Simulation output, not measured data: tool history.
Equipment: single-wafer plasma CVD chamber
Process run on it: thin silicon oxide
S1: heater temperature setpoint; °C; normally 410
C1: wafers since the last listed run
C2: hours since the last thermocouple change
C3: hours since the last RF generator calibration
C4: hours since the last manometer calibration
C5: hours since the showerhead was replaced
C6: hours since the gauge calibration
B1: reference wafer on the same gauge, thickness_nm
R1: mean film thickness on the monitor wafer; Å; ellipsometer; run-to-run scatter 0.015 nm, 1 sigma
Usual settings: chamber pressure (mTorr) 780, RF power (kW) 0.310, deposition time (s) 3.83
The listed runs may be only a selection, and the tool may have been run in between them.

{"run": 1, "hour": 0.0, "S1": 410, "chamber pressure (mTorr)": 780, "RF power (kW)": 0.33, "deposition time (s)": 3.83, "C1": 0, "C2": 402.4, "C3": 866.8, "C4": 1389.1, "C5": 4716.9, "C6": 1811.6, "B1": 8.161, "R1": 75.87}
{"hour": 29.3, "done": "showerhead replaced"}
{"run": 2, "hour": 36.7, "S1": 405, "chamber pressure (mTorr)": 780, "RF power (kW)": 0.31, "deposition time (s)": 3.83, "C1": 851, "C2": 439.1, "C3": 903.5, "C4": 1425.8, "C5": 7.4, "C6": 1848.3, "B1": 8.158, "R1": 72.91}
{"run": 3, "hour": 74.9, "S1": 410, "chamber pressure (mTorr)": 780, "RF power (kW)": 0.31, "deposition time (s)": 3.83, "C1": 1133, "C2": 477.3, "C3": 941.7, "C4": 1464.0, "C5": 45.6, "C6": 1886.5, "B1": 8.162, "R1": 72.62}
{"hour": 111.9, "done": "RF generator calibrated"}
{"run": 4, "hour": 123.0, "S1": 410, "chamber pressure (mTorr)": 780, "RF power (kW)": 0.31, "deposition time (s)": 3.83, "C1": 1189, "C2": 525.4, "C3": 11.1, "C4": 1512.1, "C5": 93.7, "C6": 1934.6, "B1": 8.16, "R1": 74.05}
{"run": 5, "hour": 174.8, "S1": 410, "chamber pressure (mTorr)": 780, "RF power (kW)": 0.31, "deposition time (s)": 3.83, "C1": 1537, "C2": 577.2, "C3": 62.9, "C4": 1563.9, "C5": 145.5, "C6": 1986.4, "B1": 8.161, "R1": 73.96}
{"run": 6, "hour": 229.5, "S1": 410, "chamber pressure (mTorr)": 780, "RF power (kW)": 0.31, "deposition time (s)": 3.83, "C1": 1623, "C2": 631.9, "C3": 117.6, "C4": 1618.6, "C5": 200.2, "C6": 2041.1, "B1": 8.159, "R1": 74.07}
{"run": 7, "hour": 292.1, "S1": 410, "chamber pressure (mTorr)": 780, "RF power (kW)": 0.31, "deposition time (s)": 3.83, "C1": 1857, "C2": 694.5, "C3": 180.2, "C4": 1681.2, "C5": 262.8, "C6": 2103.7, "B1": 8.163, "R1": 74.29}
{"run": 8, "hour": 351.7, "S1": 410, "chamber pressure (mTorr)": 739, "RF power (kW)": 0.31, "deposition time (s)": 3.64, "C1": 1768, "C2": 754.1, "C3": 239.8, "C4": 1740.8, "C5": 322.4, "C6": 2163.3, "B1": 8.157, "R1": 67.25}
{"hour": 356.6, "done": "gauge calibrated"}
{"run": 9, "hour": 398.6, "S1": 410, "chamber pressure (mTorr)": 739, "RF power (kW)": 0.31, "deposition time (s)": 3.64, "C1": 1391, "C2": 801.0, "C3": 286.7, "C4": 1787.7, "C5": 369.3, "C6": 42.0, "B1": 8.164, "R1": 67.34}
{"run": 10, "hour": 430.1, "S1": 419, "chamber pressure (mTorr)": 832, "RF power (kW)": 0.31, "deposition time (s)": 3.09, "C1": 934, "C2": 832.5, "C3": 318.2, "C4": 1819.2, "C5": 400.8, "C6": 73.5, "B1": 8.159, "R1": 62.16}
{"hour": 465.5, "done": "capacitance manometer re-zeroed and calibrated"}
{"run": 11, "hour": 466.0, "S1": 410, "chamber pressure (mTorr)": 780, "RF power (kW)": 0.31, "deposition time (s)": 3.83, "C1": 827, "C2": 868.4, "C3": 354.1, "C4": 0.5, "C5": 436.7, "C6": 109.4, "B1": 8.161, "R1": 72.37}
{"run": 12, "hour": 527.1, "S1": 410, "chamber pressure (mTorr)": 780, "RF power (kW)": 0.275, "deposition time (s)": 3.83, "C1": 1813, "C2": 929.5, "C3": 415.2, "C4": 61.6, "C5": 497.8, "C6": 170.5, "B1": 8.158, "R1": 65.78}
{"run": 13, "hour": 554.1, "S1": 410, "chamber pressure (mTorr)": 780, "RF power (kW)": 0.31, "deposition time (s)": 3.83, "C1": 801, "C2": 956.5, "C3": 442.2, "C4": 88.6, "C5": 524.8, "C6": 197.5, "B1": 8.162, "R1": 71.94}
{"run": 14, "hour": 590.2, "S1": 404, "chamber pressure (mTorr)": 617, "RF power (kW)": 0.265, "deposition time (s)": 3.59, "C1": 1071, "C2": 992.6, "C3": 478.3, "C4": 124.7, "C5": 560.9, "C6": 233.6, "B1": 8.161, "R1": 49.0}
{"hour": 711.2, "done": "thermocouple changed; heater temperature recalibrated"}
{"run": 15, "hour": 727.2, "S1": 410, "chamber pressure (mTorr)": 780, "RF power (kW)": 0.31, "deposition time (s)": 3.83, "C1": 3827, "C2": 16.0, "C3": 615.3, "C4": 261.7, "C5": 697.9, "C6": 370.6, "B1": 8.161, "R1": 72.14}
{"run": 16, "hour": 752.4, "S1": 419, "chamber pressure (mTorr)": 780, "RF power (kW)": 0.31, "deposition time (s)": 3.83, "C1": 747, "C2": 41.2, "C3": 640.5, "C4": 286.9, "C5": 723.1, "C6": 395.8, "B1": 8.163, "R1": 71.82}
{"run": 17, "hour": 780.1, "S1": 410, "chamber pressure (mTorr)": 780, "RF power (kW)": 0.26, "deposition time (s)": 3.83, "C1": 821, "C2": 68.9, "C3": 668.2, "C4": 314.6, "C5": 750.8, "C6": 423.5, "B1": 8.161, "R1": 62.58}
{"run": 18, "hour": 829.7, "S1": 404, "chamber pressure (mTorr)": 617, "RF power (kW)": 0.265, "deposition time (s)": 3.59, "C1": 1471, "C2": 118.5, "C3": 717.8, "C4": 364.2, "C5": 800.4, "C6": 473.1, "B1": 8.161, "R1": 49.18}
{"run": 19, "hour": 878.0, "S1": 410, "chamber pressure (mTorr)": 780, "RF power (kW)": 0.26, "deposition time (s)": 3.57, "C1": 1433, "C2": 166.8, "C3": 766.1, "C4": 412.5, "C5": 848.7, "C6": 521.4, "B1": 8.159, "R1": 58.33}
{"run": 20, "hour": 912.1, "S1": 424, "chamber pressure (mTorr)": 780, "RF power (kW)": 0.31, "deposition time (s)": 3.34, "C1": 1011, "C2": 200.9, "C3": 800.2, "C4": 446.6, "C5": 882.8, "C6": 555.5, "B1": 8.159, "R1": 62.12}
{"run": 21, "hour": 958.4, "S1": 410, "chamber pressure (mTorr)": 780, "RF power (kW)": 0.31, "deposition time (s)": 3.83, "C1": 1373, "C2": 247.2, "C3": 846.5, "C4": 492.9, "C5": 929.1, "C6": 601.8, "B1": 8.161, "R1": 72.17}
{"run": 22, "hour": 996.7, "S1": 410, "chamber pressure (mTorr)": 780, "RF power (kW)": 0.31, "deposition time (s)": 3.83, "C1": 1136, "C2": 285.5, "C3": 884.8, "C4": 531.2, "C5": 967.4, "C6": 640.1, "B1": 8.157, "R1": 72.2}
{"run": 23, "hour": 1049.6, "S1": 410, "chamber pressure (mTorr)": 780, "RF power (kW)": 0.31, "deposition time (s)": 3.83, "C1": 1569, "C2": 338.4, "C3": 937.7, "C4": 584.1, "C5": 1020.3, "C6": 693.0, "B1": 8.159, "R1": 72.29}
{"run": 24, "hour": 1076.8, "S1": 400, "chamber pressure (mTorr)": 589, "RF power (kW)": 0.27, "deposition time (s)": 4.26, "C1": 807, "C2": 365.6, "C3": 964.9, "C4": 611.3, "C5": 1047.5, "C6": 720.2, "B1": 8.161, "R1": 57.11}
{"hour": 1102.4, "done": "RF generator calibrated"}
{"run": 25, "hour": 1147.2, "S1": 410, "chamber pressure (mTorr)": 938, "RF power (kW)": 0.31, "deposition time (s)": 3.29, "C1": 1851, "C2": 436.0, "C3": 44.8, "C4": 681.7, "C5": 1117.9, "C6": 790.6, "B1": 8.161, "R1": 72.28}
{"run": 26, "hour": 1184.8, "S1": 410, "chamber pressure (mTorr)": 780, "RF power (kW)": 0.31, "deposition time (s)": 3.56, "C1": 1115, "C2": 473.6, "C3": 82.4, "C4": 719.3, "C5": 1155.5, "C6": 828.2, "B1": 8.163, "R1": 68.3}
{"run": 27, "hour": 1234.0, "S1": 410, "chamber pressure (mTorr)": 780, "RF power (kW)": 0.31, "deposition time (s)": 3.83, "C1": 1459, "C2": 522.8, "C3": 131.6, "C4": 768.5, "C5": 1204.7, "C6": 877.4, "B1": 8.163, "R1": 73.46}
{"run": 28, "hour": 1297.6, "S1": 395, "chamber pressure (mTorr)": 620, "RF power (kW)": 0.31, "deposition time (s)": 3.83, "C1": 1887, "C2": 586.4, "C3": 195.2, "C4": 832.1, "C5": 1268.3, "C6": 941.0, "B1": 8.161, "R1": 61.11}

Results for each run, recomputed without the tool's hidden state and with each run's random variation untouched:
What the log doesn't record here: wafer temperature above the value expected at the setpoint (K); delivered RF power above the setpoint (%); true pressure above the setpoint (%); gauge reads high (%).
run=1 R1=75.43
run=2 R1=72.57
run=3 R1=72.33
run=4 R1=72.36
run=5 R1=72.33
run=6 R1=72.50
run=7 R1=72.79
run=8 R1=65.92
run=9 R1=66.07
run=10 R1=61.20
run=11 R1=72.78
run=12 R1=66.18
run=13 R1=72.24
run=14 R1=49.23
run=15 R1=72.34
run=16 R1=72.01
run=17 R1=62.88
run=18 R1=49.34
run=19 R1=58.62
run=20 R1=62.29
run=21 R1=72.38
run=22 R1=72.42
run=23 R1=72.53
run=24 R1=57.36
run=25 R1=71.31
run=26 R1=67.28
run=27 R1=72.39
run=28 R1=60.11
